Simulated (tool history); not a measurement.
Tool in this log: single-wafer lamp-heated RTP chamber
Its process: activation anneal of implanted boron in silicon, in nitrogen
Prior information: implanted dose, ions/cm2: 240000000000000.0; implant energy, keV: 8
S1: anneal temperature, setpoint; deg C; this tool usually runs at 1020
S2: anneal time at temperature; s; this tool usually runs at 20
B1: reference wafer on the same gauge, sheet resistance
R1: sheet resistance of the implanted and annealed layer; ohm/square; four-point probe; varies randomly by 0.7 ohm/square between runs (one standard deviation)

{"run": 1, "day": 0.0, "S1": 1020, "S2": 20, "B1": 412.88, "R1": 463.08}
{"run": 2, "day": 2.383, "S1": 1000, "S2": 16, "B1": 412.91, "R1": 468.9}
{"day": 4.379, "done": "pyrometer window cleaned and pyrometer calibrated"}
{"run": 3, "day": 4.4, "S1": 1000, "S2": 16, "B1": 412.94, "R1": 468.48}
{"run": 4, "day": 6.842, "S1": 1000, "S2": 16, "B1": 412.99, "R1": 467.74}
{"run": 5, "day": 8.308, "S1": 998, "S2": 20, "B1": 412.94, "R1": 468.41}
{"run": 6, "day": 9.888, "S1": 1020, "S2": 20, "B1": 412.89, "R1": 462.55}
{"run": 7, "day": 12.204, "S1": 1020, "S2": 20, "B1": 412.75, "R1": 463.06}
{"run": 8, "day": 13.208, "S1": 1020, "S2": 20, "B1": 412.91, "R1": 463.73}
{"run": 9, "day": 16.042, "S1": 1020, "S2": 20, "B1": 413.16, "R1": 464.02}
{"run": 10, "day": 18.829, "S1": 1020, "S2": 20, "B1": 412.85, "R1": 463.97}
{"run": 11, "day": 20.479, "S1": 1020, "S2": 20, "B1": 412.79, "R1": 462.92}
{"run": 12, "day": 23.0, "S1": 1020, "S2": 20, "B1": 412.69, "R1": 463.62}
{"day": 24.15, "done": "pyrometer window cleaned and pyrometer calibrated"}
{"run": 13, "day": 25.046, "S1": 1020, "S2": 20, "B1": 412.87, "R1": 464.33}
{"day": 26.262, "done": "reflector plate cleaned"}
{"run": 14, "day": 27.267, "S1": 1020, "S2": 20, "B1": 412.95, "R1": 463.35}
{"run": 15, "day": 28.754, "S1": 1020, "S2": 20, "B1": 413.04, "R1": 463.12}
{"run": 16, "day": 31.267, "S1": 1020, "S2": 20, "B1": 413.04, "R1": 464.49}
{"run": 17, "day": 32.525, "S1": 1020, "S2": 14, "B1": 413.08, "R1": 465.74}
{"day": 33.283, "done": "gauge calibrated"}
{"run": 18, "day": 34.112, "S1": 1020, "S2": 20, "B1": 413.2, "R1": 463.67}
{"run": 19, "day": 36.283, "S1": 1001, "S2": 30, "B1": 413.1, "R1": 465.12}
{"day": 43.7, "done": "pyrometer window cleaned and pyrometer calibrated"}
{"run": 20, "day": 44.983, "S1": 1048, "S2": 9, "B1": 413.03, "R1": 465}
{"run": 21, "day": 47.308, "S1": 1020, "S2": 20, "B1": 412.93, "R1": 463.07}
{"run": 22, "day": 49.325, "S1": 1020, "S2": 31, "B1": 412.99, "R1": 460.55}
{"day": 49.754, "done": "reflector plate cleaned"}
{"run": 23, "day": 55.05, "S1": 1028, "S2": 25, "B1": 413.16, "R1": 461.27}
{"run": 24, "day": 56.362, "S1": 1020, "S2": 20, "B1": 413.09, "R1": 463.46}
{"run": 25, "day": 57.421, "S1": 997, "S2": 29, "B1": 413.05, "R1": 466.86}
{"run": 26, "day": 60.333, "S1": 1020, "S2": 29, "B1": 412.89, "R1": 462.46}
{"run": 27, "day": 62.992, "S1": 1044, "S2": 15, "B1": 412.8, "R1": 462.2}
{"day": 63.929, "done": "pyrometer window cleaned and pyrometer calibrated"}
{"run": 28, "day": 64.529, "S1": 1020, "S2": 20, "B1": 412.92, "R1": 464.76}
{"run": 29, "day": 67.146, "S1": 1041, "S2": 12, "B1": 413.11, "R1": 462.75}
{"run": 30, "day": 68.654, "S1": 1020, "S2": 26, "B1": 413.03, "R1": 462.63}
{"run": 31, "day": 69.896, "S1": 1020, "S2": 20, "B1": 412.98, "R1": 463.82}
{"run": 32, "day": 72.458, "S1": 1036, "S2": 17, "B1": 412.84, "R1": 462.32}
{"run": 33, "day": 74.371, "S1": 1042, "S2": 24, "B1": 412.86, "R1": 457.92}
{"run": 34, "day": 75.925, "S1": 1020, "S2": 20, "B1": 413.02, "R1": 463.53}
{"day": 76.971, "done": "reflector plate cleaned"}
{"run": 35, "day": 76.992, "S1": 1038, "S2": 16, "B1": 412.88, "R1": 463.04}
{"run": 36, "day": 78.408, "S1": 993, "S2": 10, "B1": 412.82, "R1": 473.48}
{"run": 37, "day": 79.842, "S1": 991, "S2": 15, "B1": 412.9, "R1": 471.42}

Exercise: give the hidden state of the tool at every run:
true wafer temperature minus pyrometer reading, K: 0 at every run
wafer temperature error from the tarnished reflector plate, K: 0 at every run
gauge reads high (%): 0 at every run

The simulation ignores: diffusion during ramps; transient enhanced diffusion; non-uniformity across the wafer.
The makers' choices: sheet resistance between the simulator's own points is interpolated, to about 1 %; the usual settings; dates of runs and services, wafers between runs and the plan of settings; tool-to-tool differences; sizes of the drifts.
